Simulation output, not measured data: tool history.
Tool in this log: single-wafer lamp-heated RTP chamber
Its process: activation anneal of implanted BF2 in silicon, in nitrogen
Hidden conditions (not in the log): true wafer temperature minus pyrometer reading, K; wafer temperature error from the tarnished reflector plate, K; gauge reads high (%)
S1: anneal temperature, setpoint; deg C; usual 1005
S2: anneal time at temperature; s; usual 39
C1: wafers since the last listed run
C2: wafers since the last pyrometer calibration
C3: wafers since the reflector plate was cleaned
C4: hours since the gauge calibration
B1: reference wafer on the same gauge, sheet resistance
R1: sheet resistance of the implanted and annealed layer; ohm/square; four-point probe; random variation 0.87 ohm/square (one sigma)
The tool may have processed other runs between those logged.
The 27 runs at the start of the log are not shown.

run	day	S1	S2	C1	C2	C3	C4	B1	R1
28	38.862	1005	47	339	1010	7544	739.4	156.74	147.57
29	39.767	993	56	260	1270	7804	761.1	156.71	155.92
30	40.900	987	19	325	1596	8130	788.3	157.39	193.12
31	42.058	1013	32	333	1929	8463	816.1	156.99	145.39
32	42.725	1005	39	191	2121	8654	832.1	156.92	149.03
33	43.329	984	27	173	2295	8828	846.6	157.00	186.35
34	44.100	986	57	221	2516	9050	865.1	156.74	160.59
35	44.871	976	56	221	2738	9272	883.6	156.87	175.91
# day 45.800: pyrometer window cleaned and pyrometer calibrated
36	46.183	1005	49	281	109	9553	915.1	157.23	147.08
37	47.371	1005	27	341	451	9895	943.6	156.85	160.52

What if the next run were any one of these 4? Each begins from the tool's condition after run 37:
A	47.388	1005	39	4	456	9900	944.0	?	?
B	47.388	992	31	4	456	9900	944.0	?	?
C	47.388	1027	52	4	456	9900	944.0	?	?
D	47.388	975	46	4	456	9900	944.0	?	?

run	B1	R1
A	156.92	151.57
B	156.92	174.46
C	156.92	126.05
D	156.92	188.98
Take away the tool's hidden state, keep each run's random variation, and the runs would have read:
run	R1
A	152.30
B	175.39
C	126.53
D	190.11
